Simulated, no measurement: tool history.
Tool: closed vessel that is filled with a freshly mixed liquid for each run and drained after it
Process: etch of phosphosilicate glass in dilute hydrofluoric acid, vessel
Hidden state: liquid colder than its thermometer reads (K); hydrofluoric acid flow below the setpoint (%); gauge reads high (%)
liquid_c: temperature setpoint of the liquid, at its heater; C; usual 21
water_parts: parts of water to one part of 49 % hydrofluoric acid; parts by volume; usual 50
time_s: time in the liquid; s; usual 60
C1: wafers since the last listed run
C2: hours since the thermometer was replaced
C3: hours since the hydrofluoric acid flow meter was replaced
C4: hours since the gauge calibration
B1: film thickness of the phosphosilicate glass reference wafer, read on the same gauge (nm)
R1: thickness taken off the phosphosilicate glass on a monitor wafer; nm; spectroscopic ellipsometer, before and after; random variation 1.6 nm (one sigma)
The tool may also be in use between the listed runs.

Run 1, hour 0: usual settings but water_parts 40 parts by volume; C1 0; C2 2280.6; C3 1259; C4 988.7; B1 50.01. Result: R1 186.74 nm.
Run 2, hour 13.3: usual settings but liquid_c 24.5 C, water_parts 60 parts by volume; C1 901; C2 2293.9; C3 1272.3; C4 1002; B1 50.03. Result: R1 140.6 nm.
Run 3, hour 31.2: usual settings but liquid_c 24.5 C, water_parts 60 parts by volume; C1 1212; C2 2311.8; C3 1290.2; C4 1019.9; B1 50.02. Result: R1 141.89 nm.
Run 4, hour 50: usual settings but liquid_c 24.5 C, water_parts 60 parts by volume; C1 1273; C2 2330.6; C3 1309; C4 1038.7; B1 49.99. Result: R1 140.04 nm.
Run 5, hour 67.5: usual settings; C1 1185; C2 2348.1; C3 1326.5; C4 1056.2; B1 50.04. Result: R1 148.64 nm.
At hour 82.3: gauge calibrated.
Run 6, hour 99.7: usual settings; C1 2181; C2 2380.3; C3 1358.7; C4 17.4; B1 50. Result: R1 148.05 nm.
Run 7, hour 112.4: usual settings; C1 860; C2 2393; C3 1371.4; C4 30.1; B1 50. Result: R1 144.86 nm.
Run 8, hour 140.6: usual settings; C1 1910; C2 2421.2; C3 1399.6; C4 58.3; B1 49.99. Result: R1 148.95 nm.
Run 9, hour 163.4: usual settings; C1 1544; C2 2444; C3 1422.4; C4 81.1; B1 50. Result: R1 148.44 nm.
Run 10, hour 198.1: usual settings but liquid_c 25 C, water_parts 30 parts by volume, time_s 45 s; C1 2350; C2 2478.7; C3 1457.1; C4 115.8; B1 49.98. Result: R1 223.82 nm.
Run 11, hour 225.8: usual settings but liquid_c 22.5 C, time_s 85 s; C1 1876; C2 2506.4; C3 1484.8; C4 143.5; B1 49.99. Result: R1 227.22 nm.
Run 12, hour 240: usual settings; C1 961; C2 2520.6; C3 1499; C4 157.7; B1 50. Result: R1 146.6 nm.
At hour 256.3: hydrofluoric acid flow meter replaced.
Run 13, hour 271.8: usual settings but time_s 70 s; C1 2086; C2 2552.4; C3 15.5; C4 189.5; B1 50. Result: R1 167.2 nm.
Run 14, hour 307.6: usual settings but liquid_c 17 C, water_parts 35 parts by volume; C1 2425; C2 2588.2; C3 51.3; C4 225.3; B1 49.99. Result: R1 177.15 nm.
Run 15, hour 337.1: usual settings but liquid_c 24 C, time_s 40 s; C1 1998; C2 2617.7; C3 80.8; C4 254.8; B1 50.02. Result: R1 111.91 nm.
Run 16, hour 366.4: usual settings; C1 1984; C2 2647; C3 110.1; C4 284.1; B1 50.02. Result: R1 146.87 nm.
Run 17, hour 384.2: usual settings but liquid_c 17 C, water_parts 70 parts by volume, time_s 70 s; C1 1205; C2 2664.8; C3 127.9; C4 301.9; B1 49.97. Result: R1 100.24 nm.
Run 18, hour 413.1: usual settings but liquid_c 24.5 C, water_parts 30 parts by volume, time_s 35 s; C1 1957; C2 2693.7; C3 156.8; C4 330.8; B1 50. Result: R1 166.65 nm.
At hour 443.8: thermometer replaced.
Run 19, hour 444.8: usual settings but time_s 75 s; C1 2079; C2 1; C3 188.5; C4 362.5; B1 49.99. Result: R1 201.68 nm.
Run 20, hour 459.7: usual settings but liquid_c 25.5 C, time_s 85 s; C1 1009; C2 15.9; C3 203.4; C4 377.4; B1 49.97. Result: R1 275.77 nm.
Run 21, hour 534.2: usual settings but liquid_c 23.5 C, water_parts 40 parts by volume, time_s 85 s; C1 5046; C2 90.4; C3 277.9; C4 451.9; B1 49.97. Result: R1 321.79 nm.
Run 22, hour 562.9: usual settings but liquid_c 23 C, water_parts 45 parts by volume, time_s 90 s; C1 1944; C2 119.1; C3 306.6; C4 480.6; B1 50. Result: R1 288.88 nm.
Run 23, hour 590.8: usual settings but liquid_c 18 C; C1 1890; C2 147; C3 334.5; C4 508.5; B1 50.02. Result: R1 142.29 nm.
Run 24, hour 618.3: usual settings but water_parts 70 parts by volume, time_s 85 s; C1 1862; C2 174.5; C3 362; C4 536; B1 49.98. Result: R1 160.88 nm.
Run 25, hour 696.7: usual settings but liquid_c 18 C, water_parts 35 parts by volume, time_s 50 s; C1 5311; C2 252.9; C3 440.4; C4 614.4; B1 50. Result: R1 173.9 nm.
Run 26, hour 742.5: usual settings but liquid_c 19 C, time_s 40 s; C1 3102; C2 298.7; C3 486.2; C4 660.2; B1 50.01. Result: R1 98.19 nm.
Run 27, hour 767: usual settings but water_parts 75 parts by volume; C1 1659; C2 323.2; C3 510.7; C4 684.7; B1 49.96. Result: R1 104.13 nm.
Run 28, hour 786.9: usual settings; C1 1348; C2 343.1; C3 530.6; C4 704.6; B1 49.98. Result: R1 158.37 nm.
Run 29, hour 819.9: usual settings but liquid_c 17.5 C; C1 2235; C2 376.1; C3 563.6; C4 737.6; B1 49.99. Result: R1 137.5 nm.
Run 30, hour 834.5: usual settings but water_parts 70 parts by volume; C1 989; C2 390.7; C3 578.2; C4 752.2; B1 49.97. Result: R1 111.8 nm.
Run 31, hour 866.8: usual settings but liquid_c 19.5 C, time_s 85 s; C1 2188; C2 423; C3 610.5; C4 784.5; B1 49.98. Result: R1 214.33 nm.

5 ways to go on from here, each from the tool as it stands after run 31. What would each give?
Run A, hour 867.5: usual settings but liquid_c 22.5 C; C1 47; C2 423.7; C3 611.2; C4 785.2; B1 ?. Result: R1 ?.
Run B, hour 867.5: usual settings but water_parts 30 parts by volume, time_s 85 s; C1 47; C2 423.7; C3 611.2; C4 785.2; B1 ?. Result: R1 ?.
Run C, hour 867.5: usual settings but liquid_c 23 C, water_parts 40 parts by volume, time_s 75 s; C1 47; C2 423.7; C3 611.2; C4 785.2; B1 ?. Result: R1 ?.
Run D, hour 867.5: usual settings but liquid_c 23.5 C, water_parts 65 parts by volume, time_s 70 s; C1 47; C2 423.7; C3 611.2; C4 785.2; B1 ?. Result: R1 ?.
Run E, hour 867.5: usual settings but liquid_c 19 C, water_parts 55 parts by volume, time_s 80 s; C1 47; C2 423.7; C3 611.2; C4 785.2; B1 ?. Result: R1 ?.

run     B1      R1
  A  50.01   170.7
  B  50.01   387.7
  C  50.01  275.85
  D  50.01  156.68
  E  50.01  177.32
Without the tool's hidden state the same runs would have given:
run      R1
  A  175.39
  B  398.66
  C  283.47
  D  160.91
  E  182.32

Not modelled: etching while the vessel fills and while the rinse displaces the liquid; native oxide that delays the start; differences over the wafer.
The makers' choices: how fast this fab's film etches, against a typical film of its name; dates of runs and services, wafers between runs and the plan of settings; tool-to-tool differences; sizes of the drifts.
